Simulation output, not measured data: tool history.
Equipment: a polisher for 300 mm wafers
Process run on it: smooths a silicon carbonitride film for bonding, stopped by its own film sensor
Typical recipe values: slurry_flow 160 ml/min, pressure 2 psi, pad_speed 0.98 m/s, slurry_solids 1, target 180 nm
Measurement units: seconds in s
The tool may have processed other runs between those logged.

run	hour	slurry_flow	pressure	pad_speed	slurry_solids	target	wafers since the last listed run	wafers polished on this pad	hours since the slurry nozzle was cleaned	hours since the head pressure was calibrated	hours since the slurry blender was calibrated	incoming thickness of the incoming film, nm	seconds
1	0	160	2	0.98	1	180	0	555	183	879.6	102.7	200.1	78.6
2	35.6	160	2	0.98	1	180	340	896	218.6	915.2	138.3	198.2	69.9
# hour 41: worn pad replaced by a new one
3	56.3	160	2	0.98	1	180	159	146	239.3	935.9	159	200.7	80.9
4	89.5	160	2	0.98	1	180	317	464	272.5	969.1	192.2	201.4	83.9
# hour 91.2: slurry nozzle cleaned
# hour 126.2: slurry blender recalibrated
# hour 140.6: worn pad replaced by a new one
5	146.2	160	2	1.14	1	175	475	53	55	1025.8	20	200.3	87.1
6	166.8	160	2	0.98	1	180	197	250	75.6	1046.4	40.6	200.5	80.6
7	181.7	160	2.4	0.98	1	180	142	393	90.5	1061.3	55.5	201.9	71.4
# hour 201.6: head pressure recalibrated
8	208.8	160	2.4	0.98	1	180	240	633	117.6	7.2	82.6	197.2	55.9
# hour 232.2: worn pad replaced by a new one
9	234.7	145	2	0.98	1	180	209	24	143.5	33.1	108.5	200.5	82.4
10	258.7	125	2.4	0.98	1	180	229	254	167.5	57.1	132.5	199.7	67.4
11	282.4	160	2	0.98	1	180	226	481	191.2	80.8	156.2	201.6	84.1
# hour 305.7: slurry nozzle cleaned
12	306.8	160	2.2	0.98	0.8	187	224	705	1.1	105.2	180.6	199.1	47.6
# hour 339.4: worn pad replaced by a new one
13	339.9	160	1.4	0.98	1	175	278	4	34.2	138.3	213.7	196.7	120.8
# hour 370.4: slurry blender recalibrated
14	427.7	160	1.4	1.24	1	180	821	826	122	226.1	57.3	201.8	102.5
# hour 440.7: worn pad replaced by a new one
15	453.6	160	2	0.98	1.25	180	209	123	147.9	252	83.2	197.6	62.6
16	473.8	140	2	0.98	0.85	186	193	317	168.1	272.2	103.4	199.9	59.7
17	501.5	160	2	0.98	1	180	265	582	195.8	299.9	131.1	197.5	68.9
18	517.6	160	2	0.74	1	180	154	736	211.9	316	147.2	203	112.8

Exercise: give the hidden state of the tool at every run:
removal rate lost through wear of the pad, %: 0, the same for each run
slurry flow missing at the pad, %: 0, the same for each run
deviation of the head's pressure from its setpoint, %: 0, the same for each run
abrasive missing from the slurry, %: 0, the same for each run
